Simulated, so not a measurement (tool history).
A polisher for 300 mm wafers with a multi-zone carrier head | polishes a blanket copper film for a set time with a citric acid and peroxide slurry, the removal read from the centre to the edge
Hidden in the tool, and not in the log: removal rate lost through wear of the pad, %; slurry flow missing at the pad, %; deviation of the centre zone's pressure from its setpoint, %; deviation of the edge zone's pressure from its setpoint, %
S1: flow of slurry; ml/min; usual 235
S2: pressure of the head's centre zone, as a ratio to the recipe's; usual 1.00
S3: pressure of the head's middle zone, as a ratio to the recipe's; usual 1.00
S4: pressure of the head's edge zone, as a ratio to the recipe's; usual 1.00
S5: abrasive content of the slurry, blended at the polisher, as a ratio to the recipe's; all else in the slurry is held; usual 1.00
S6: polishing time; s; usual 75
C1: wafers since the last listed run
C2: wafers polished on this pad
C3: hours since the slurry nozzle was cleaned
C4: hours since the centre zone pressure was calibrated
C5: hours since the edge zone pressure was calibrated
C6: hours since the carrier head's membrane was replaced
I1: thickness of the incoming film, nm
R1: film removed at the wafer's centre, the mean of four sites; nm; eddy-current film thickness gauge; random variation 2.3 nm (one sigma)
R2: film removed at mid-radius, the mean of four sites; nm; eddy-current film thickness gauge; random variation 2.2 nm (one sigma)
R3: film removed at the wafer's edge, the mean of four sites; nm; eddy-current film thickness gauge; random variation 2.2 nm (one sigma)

{"run": 1, "hour": 0.0, "S1": 215, "S2": 1.0, "S3": 1.0, "S4": 1.0, "S5": 1.0, "S6": 75, "C1": 0, "C2": 717, "C3": 174.5, "C4": 911.6, "C5": 119.3, "C6": 1400.8, "I1": 1271.3, "R1": 179.9, "R2": 165.6, "R3": 162.9}
{"run": 2, "hour": 24.7, "S1": 235, "S2": 1.0, "S3": 1.0, "S4": 1.0, "S5": 0.9, "S6": 75, "C1": 218, "C2": 935, "C3": 199.2, "C4": 936.3, "C5": 144.0, "C6": 1425.5, "I1": 1263.8, "R1": 172.7, "R2": 158.2, "R3": 159.3}
{"run": 3, "hour": 55.5, "S1": 235, "S2": 1.0, "S3": 1.0, "S4": 1.0, "S5": 0.9, "S6": 75, "C1": 271, "C2": 1207, "C3": 230.0, "C4": 967.1, "C5": 174.8, "C6": 1456.3, "I1": 1296.9, "R1": 170.0, "R2": 160.1, "R3": 153.9}
{"run": 4, "hour": 68.6, "S1": 235, "S2": 1.0, "S3": 1.0, "S4": 1.0, "S5": 0.9, "S6": 75, "C1": 115, "C2": 1322, "C3": 243.1, "C4": 980.2, "C5": 187.9, "C6": 1469.4, "I1": 1280.9, "R1": 166.1, "R2": 157.6, "R3": 150.3}
{"hour": 76.2, "done": "slurry nozzle cleaned"}
{"run": 5, "hour": 97.5, "S1": 310, "S2": 1.0, "S3": 1.0, "S4": 0.94, "S5": 1.0, "S6": 62, "C1": 246, "C2": 1569, "C3": 21.3, "C4": 1009.1, "C5": 216.8, "C6": 1498.3, "I1": 1293.7, "R1": 149.7, "R2": 135.4, "R3": 131.3}
{"hour": 106.4, "done": "worn pad replaced by a new one"}
{"run": 6, "hour": 117.1, "S1": 235, "S2": 1.0, "S3": 1.0, "S4": 1.0, "S5": 1.0, "S6": 75, "C1": 137, "C2": 94, "C3": 40.9, "C4": 1028.7, "C5": 236.4, "C6": 1517.9, "I1": 1254.6, "R1": 183.4, "R2": 169.6, "R3": 164.4}
{"hour": 124.6, "done": "carrier head's membrane replaced by a new one"}
{"run": 7, "hour": 143.4, "S1": 265, "S2": 1.0, "S3": 1.0, "S4": 1.0, "S5": 1.0, "S6": 62, "C1": 188, "C2": 282, "C3": 67.2, "C4": 1055.0, "C5": 262.7, "C6": 18.8, "I1": 1297.6, "R1": 155.0, "R2": 141.8, "R3": 136.6}
{"run": 8, "hour": 161.8, "S1": 305, "S2": 1.0, "S3": 1.0, "S4": 1.0, "S5": 1.0, "S6": 75, "C1": 162, "C2": 444, "C3": 85.6, "C4": 1073.4, "C5": 281.1, "C6": 37.2, "I1": 1265.0, "R1": 192.9, "R2": 172.8, "R3": 166.5}
{"run": 9, "hour": 191.9, "S1": 265, "S2": 1.0, "S3": 1.0, "S4": 1.09, "S5": 0.75, "S6": 54, "C1": 265, "C2": 710, "C3": 115.7, "C4": 1103.5, "C5": 311.2, "C6": 67.3, "I1": 1275.9, "R1": 121.2, "R2": 111.2, "R3": 108.2}
{"run": 10, "hour": 216.7, "S1": 235, "S2": 1.0, "S3": 1.0, "S4": 0.89, "S5": 1.15, "S6": 83, "C1": 218, "C2": 929, "C3": 140.5, "C4": 1128.3, "C5": 336.0, "C6": 92.1, "I1": 1281.9, "R1": 207.8, "R2": 192.8, "R3": 189.0}
{"run": 11, "hour": 240.2, "S1": 235, "S2": 1.0, "S3": 1.0, "S4": 0.95, "S5": 0.8, "S6": 75, "C1": 207, "C2": 1136, "C3": 164.0, "C4": 1151.8, "C5": 359.5, "C6": 115.6, "I1": 1297.2, "R1": 158.6, "R2": 154.6, "R3": 149.0}
{"run": 12, "hour": 271.3, "S1": 300, "S2": 0.95, "S3": 1.0, "S4": 0.9, "S5": 1.0, "S6": 61, "C1": 274, "C2": 1411, "C3": 195.1, "C4": 1182.9, "C5": 390.6, "C6": 146.7, "I1": 1289.3, "R1": 144.0, "R2": 134.7, "R3": 125.6}
{"hour": 287.2, "done": "edge zone pressure recalibrated"}
{"hour": 296.2, "done": "slurry nozzle cleaned"}
{"hour": 303.6, "done": "worn pad replaced by a new one"}
{"run": 13, "hour": 304.2, "S1": 235, "S2": 1.0, "S3": 1.0, "S4": 1.0, "S5": 1.0, "S6": 75, "C1": 228, "C2": 5, "C3": 8.0, "C4": 1215.8, "C5": 17.0, "C6": 179.6, "I1": 1295.3, "R1": 183.1, "R2": 166.6, "R3": 164.8}
{"run": 14, "hour": 337.1, "S1": 155, "S2": 1.0, "S3": 1.0, "S4": 1.0, "S5": 1.25, "S6": 92, "C1": 290, "C2": 296, "C3": 40.9, "C4": 1248.7, "C5": 49.9, "C6": 212.5, "I1": 1300.6, "R1": 223.4, "R2": 204.2, "R3": 202.8}
{"hour": 394.3, "done": "centre zone pressure recalibrated"}
{"run": 15, "hour": 407.3, "S1": 235, "S2": 1.0, "S3": 1.04, "S4": 0.9, "S5": 0.75, "S6": 75, "C1": 602, "C2": 898, "C3": 111.1, "C4": 13.0, "C5": 120.1, "C6": 282.7, "I1": 1300.3, "R1": 149.5, "R2": 153.9, "R3": 140.7}

The next listed run, before its measurement:
{"run": 16, "hour": 435.2, "S1": 235, "S2": 1.0, "S3": 1.0, "S4": 1.0, "S5": 1.0, "S6": 75, "C1": 246, "C2": 1144, "C3": 139.0, "C4": 40.9, "C5": 148.0, "C6": 310.6, "I1": 1289.1, "R1": "?", "R2": "?", "R3": "?"}

{"run 16": {"R1": 160.4, "R2": 161.3, "R3": 165.4}}
Without the tool's hidden state the same run would have given R1 161.4 nm, R2 167.1 nm, R3 171.3 nm.
